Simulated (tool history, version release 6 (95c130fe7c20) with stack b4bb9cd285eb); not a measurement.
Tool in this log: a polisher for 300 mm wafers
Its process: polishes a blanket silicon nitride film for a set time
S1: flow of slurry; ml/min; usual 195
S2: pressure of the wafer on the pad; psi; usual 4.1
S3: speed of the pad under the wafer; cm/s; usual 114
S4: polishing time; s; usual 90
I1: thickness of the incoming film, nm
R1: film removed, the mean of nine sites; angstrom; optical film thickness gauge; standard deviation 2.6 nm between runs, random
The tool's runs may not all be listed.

| run | hour | S1 | S2 | S3 | S4 | I1 | R1 |
|---|---|---|---|---|---|---|---|
| 1 | 0 | 195 | 4.1 | 114 | 90 | 937.2 | 1922 |
|  | 21.8 | worn pad replaced by a new one |
| 2 | 22.5 | 195 | 4.1 | 114 | 90 | 908.4 | 2031 |
| 3 | 44.7 | 195 | 4.1 | 114 | 90 | 919.5 | 2005 |
| 4 | 60.4 | 195 | 4.1 | 114 | 90 | 936 | 1994 |
| 5 | 95.5 | 195 | 4.1 | 114 | 90 | 902.8 | 1948 |
| 6 | 109.8 | 195 | 4.1 | 114 | 90 | 915.2 | 1913 |
|  | 126.9 | slurry nozzle cleaned |
| 7 | 138.5 | 195 | 4.1 | 114 | 90 | 940.9 | 1865 |
|  | 149.4 | worn pad replaced by a new one, of another model than before |
| 8 | 155.9 | 195 | 4.1 | 114 | 90 | 918.6 | 2050 |
| 9 | 167.9 | 150 | 5.4 | 140 | 74 | 920.3 | 2101 |
|  | 173.5 | head pressure recalibrated |
| 10 | 198 | 195 | 3.2 | 76 | 104 | 919.6 | 1592 |
| 11 | 220.5 | 195 | 3 | 104 | 90 | 915.3 | 1526 |
| 12 | 253.4 | 170 | 3.6 | 126 | 90 | 917.7 | 1741 |
| 13 | 279.6 | 135 | 4.1 | 136 | 119 | 923.6 | 2262 |
|  | 292.8 | worn pad replaced by a new one |
| 14 | 310.6 | 195 | 4.1 | 114 | 90 | 927.9 | 2032 |

3 ways to go on from here, each from the tool as it stands after run 14. What would each give?
| A | 311.1 | 195 | 4.1 | 114 | 90 | 898.9 | ? |
| B | 311.1 | 125 | 4.1 | 150 | 61 | 898.9 | ? |
| C | 311.1 | 255 | 4.1 | 136 | 90 | 898.9 | ? |

| run | R1 |
|---|---|
| A | 1991 |
| B | 1295 |
| C | 2332 |
Had the tool no hidden state, the same runs would have come out as:
| run | R1 |
|---|---|
| A | 2045 |
| B | 1330 |
| C | 2395 |
